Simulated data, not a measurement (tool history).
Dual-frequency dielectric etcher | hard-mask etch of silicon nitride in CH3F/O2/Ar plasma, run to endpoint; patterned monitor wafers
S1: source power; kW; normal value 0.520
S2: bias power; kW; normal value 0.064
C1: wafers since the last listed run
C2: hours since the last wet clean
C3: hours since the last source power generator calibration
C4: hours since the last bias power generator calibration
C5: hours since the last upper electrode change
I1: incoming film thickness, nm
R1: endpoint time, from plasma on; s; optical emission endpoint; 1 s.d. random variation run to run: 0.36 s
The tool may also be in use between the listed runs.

| run | day | S1 | S2 | C1 | C2 | C3 | C4 | C5 | I1 | R1 |
|---|---|---|---|---|---|---|---|---|---|---|
| 1 | 0.000 | 0.520 | 0.061 | 0 | 287.3 | 4061.1 | 4199.6 | 2496.4 | 46.69 | 68.2 |
| 2 | 0.350 | 0.520 | 0.061 | 75 | 295.7 | 4069.5 | 4208.0 | 2504.8 | 46.30 | 67.7 |
| 3 | 1.017 | 0.520 | 0.061 | 143 | 311.7 | 4085.5 | 4224.0 | 2520.8 | 46.21 | 67.4 |
| 4 | 1.375 | 0.470 | 0.069 | 77 | 320.3 | 4094.1 | 4232.6 | 2529.4 | 46.77 | 66.9 |
| 5 | 1.958 | 0.520 | 0.064 | 125 | 334.3 | 4108.1 | 4246.6 | 2543.4 | 46.57 | 68.0 |
|  | 3.333 | wet clean of the chamber |
|  | 3.521 | bias power generator calibrated |
|  | 3.796 | upper electrode replaced |
| 6 | 3.817 | 0.520 | 0.064 | 90 | 11.6 | 4152.7 | 7.1 | 0.5 | 46.39 | 64.4 |
| 7 | 3.829 | 0.520 | 0.064 | 2 | 11.9 | 4153.0 | 7.4 | 0.8 | 46.12 | 63.9 |
| 8 | 3.842 | 0.520 | 0.064 | 2 | 12.2 | 4153.3 | 7.7 | 1.1 | 46.10 | 63.9 |
| 9 | 3.858 | 0.520 | 0.064 | 3 | 12.6 | 4153.7 | 8.1 | 1.5 | 46.79 | 65.1 |
| 10 | 4.279 | 0.520 | 0.064 | 90 | 22.7 | 4163.8 | 18.2 | 11.6 | 46.27 | 64.5 |
| 11 | 4.812 | 0.520 | 0.057 | 114 | 35.5 | 4176.6 | 31.0 | 24.4 | 46.58 | 67.4 |
| 12 | 5.546 | 0.480 | 0.078 | 157 | 53.1 | 4194.2 | 48.6 | 42.0 | 46.19 | 61.1 |
|  | 6.412 | source power generator calibrated |
| 13 | 6.433 | 0.580 | 0.073 | 155 | 74.4 | 0.5 | 69.9 | 63.3 | 46.62 | 61.1 |
| 14 | 6.904 | 0.600 | 0.076 | 101 | 85.7 | 11.8 | 81.2 | 74.6 | 46.33 | 59.1 |
| 15 | 7.154 | 0.520 | 0.064 | 53 | 91.7 | 17.8 | 87.2 | 80.6 | 46.02 | 64.6 |
| 16 | 7.738 | 0.450 | 0.074 | 125 | 105.7 | 31.8 | 101.2 | 94.6 | 46.62 | 63.9 |
| 17 | 8.438 | 0.580 | 0.073 | 150 | 122.5 | 48.6 | 118.0 | 111.4 | 46.61 | 61.4 |
| 18 | 8.800 | 0.520 | 0.064 | 77 | 131.2 | 57.3 | 126.7 | 120.1 | 46.28 | 66.0 |
| 19 | 9.200 | 0.560 | 0.064 | 86 | 140.8 | 66.9 | 136.3 | 129.7 | 46.23 | 63.8 |
| 20 | 9.512 | 0.520 | 0.064 | 67 | 148.3 | 74.4 | 143.8 | 137.2 | 46.60 | 64.9 |
| 21 | 9.879 | 0.520 | 0.076 | 78 | 157.1 | 83.2 | 152.6 | 146.0 | 46.26 | 61.5 |
| 22 | 10.592 | 0.520 | 0.051 | 153 | 174.2 | 100.3 | 169.7 | 163.1 | 46.46 | 70.8 |
| 23 | 10.862 | 0.560 | 0.076 | 58 | 180.7 | 106.8 | 176.2 | 169.6 | 46.24 | 60.6 |

Predict each of these 4 candidate next runs independently; none follows another, all start after run 23:
| A | 10.879 | 0.520 | 0.080 | 3 | 181.1 | 107.2 | 176.6 | 170.0 | 46.14 | ? |
| B | 10.879 | 0.460 | 0.053 | 3 | 181.1 | 107.2 | 176.6 | 170.0 | 46.14 | ? |
| C | 10.879 | 0.570 | 0.079 | 3 | 181.1 | 107.2 | 176.6 | 170.0 | 46.14 | ? |
| D | 10.879 | 0.450 | 0.056 | 3 | 181.1 | 107.2 | 176.6 | 170.0 | 46.14 | ? |

| run | R1 |
|---|---|
| A | 60.3 |
| B | 71.2 |
| C | 59.4 |
| D | 70.2 |
With the hidden condition removed and each run's random variation left untouched, the same runs would have given:
| run | R1 |
|---|---|
| A | 58.9 |
| B | 69.5 |
| C | 58.0 |
| D | 68.6 |
